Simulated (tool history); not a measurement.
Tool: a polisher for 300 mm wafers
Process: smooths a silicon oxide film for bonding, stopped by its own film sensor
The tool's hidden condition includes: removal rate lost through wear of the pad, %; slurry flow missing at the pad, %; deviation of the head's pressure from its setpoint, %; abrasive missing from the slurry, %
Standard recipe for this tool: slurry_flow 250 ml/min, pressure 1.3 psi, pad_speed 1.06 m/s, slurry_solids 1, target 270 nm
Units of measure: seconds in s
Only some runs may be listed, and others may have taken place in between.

run	hour	slurry_flow	pressure	pad_speed	slurry_solids	target	wafers since the last listed run	wafers polished on this pad	hours since the slurry nozzle was cleaned	hours since the head pressure was calibrated	hours since the slurry blender was calibrated	incoming thickness of the incoming film, nm	seconds
1	0	250	1.3	1.06	1	270	0	1573	230.9	369.9	188.2	313.7	125.9
# hour 7.9: worn pad replaced by a new one
# hour 13.5: slurry nozzle cleaned
2	33.5	250	1.3	1.06	1	270	199	171	20	403.4	221.7	324	146.1
# hour 40.8: slurry blender recalibrated
3	55.1	195	1.3	1.06	1	270	136	308	41.6	425	14.3	320.7	142.4
4	88.3	195	1.3	1.06	1	270	231	540	74.8	458.2	47.5	316.3	129.1
5	104.7	275	1.6	1.06	1	270	114	654	91.2	474.6	63.9	324	116.6
6	118.6	250	1.1	1.06	1.3	270	97	751	105.1	488.5	77.8	322.6	154.3
7	132.2	250	1.3	1.06	1	270	94	846	118.7	502.1	91.4	324.1	145
8	144.3	250	0.8	0.82	1	270	84	931	130.8	514.2	103.5	322.2	261.9
9	164.6	250	1.3	1.06	1	270	141	1073	151.1	534.5	123.8	320.2	137.7
10	178.8	250	1.8	1.2	1	270	99	1172	165.3	548.7	138	319.9	91.8
11	193.2	180	0.8	1.06	1	280	100	1272	179.7	563.1	152.4	319.7	190.6
12	211.3	250	0.9	0.88	1.3	276	126	1399	197.8	581.2	170.5	322	186.1
# hour 238.3: worn pad replaced by a new one
13	245.2	250	1.3	1.06	0.8	270	208	48	231.7	615.1	204.4	319.7	152.6
14	263.1	250	1.3	1.06	1	270	125	173	249.6	633	222.3	317.3	133
# hour 279: slurry blender recalibrated
15	289.9	250	1.5	1.3	0.75	270	173	346	276.4	659.8	10.9	321.1	125.4
# hour 299.1: slurry nozzle cleaned
# hour 347.8: head pressure recalibrated
16	396.3	250	1.3	1.06	1	270	722	1068	97.2	48.5	117.3	318.6	128.5
17	409.6	325	1.3	0.8	1	270	92	1161	110.5	61.8	130.6	317.9	145.3
18	442.1	340	1.3	1.06	1	270	226	1388	143	94.3	163.1	323.3	142.5
19	462.6	250	1.7	0.7	0.75	270	143	1531	163.5	114.8	183.6	321.3	139.4
# hour 466.9: worn pad replaced by a new one
# hour 477.5: slurry blender recalibrated
20	490.4	250	1.3	1.42	0.75	256	152	150	191.3	142.6	12.9	315.1	153.7
21	504.7	330	1.3	1.06	1	257	99	250	205.6	156.9	27.2	315.1	154.1
22	522.2	215	1.3	1.44	1	270	122	372	223.1	174.4	44.7	315.5	111.5
# hour 530.6: slurry nozzle cleaned
23	551	250	1.3	1.06	0.85	270	194	566	20.4	203.2	73.5	322.2	144.3
24	584.7	275	1.7	1.06	0.9	270	235	802	54.1	236.9	107.2	315.9	97.5
25	602.4	250	1.3	1.06	1	270	123	925	71.8	254.6	124.9	321.6	137
26	633.2	250	1.1	1.06	1.3	270	215	1140	102.6	285.4	155.7	317.6	141.6
27	648.5	250	1.3	0.84	1.25	270	106	1247	117.9	300.7	171	317.5	135.5
28	670	250	1.5	1.06	1	270	150	1397	139.4	322.2	192.5	313.8	106.5
29	682.5	250	1.3	1.06	1	270	87	1485	151.9	334.7	205	319.3	136.7

For each run, what was the tool's unlogged condition?
removal rate lost through wear of the pad, %: 0 across all the runs
deviation of the head's pressure from its setpoint, %: 0 across all the runs
abrasive missing from the slurry, %: 0 across all the runs
H1: slurry flow missing at the pad, %
run	H1
1	35.6
2	4.95
3	7.98
4	12.6
5	14.9
6	16.9
7	18.8
8	20.5
9	23.3
10	25.3
11	27.3
12	29.9
13	34.6
14	37.1
15	40.9
16	14.6
17	16.5
18	21
19	23.9
20	27.8
21	29.8
22	32.3
23	4.43
24	9.15
25	11.6
26	16
27	18.1
28	21.1
29	22.9

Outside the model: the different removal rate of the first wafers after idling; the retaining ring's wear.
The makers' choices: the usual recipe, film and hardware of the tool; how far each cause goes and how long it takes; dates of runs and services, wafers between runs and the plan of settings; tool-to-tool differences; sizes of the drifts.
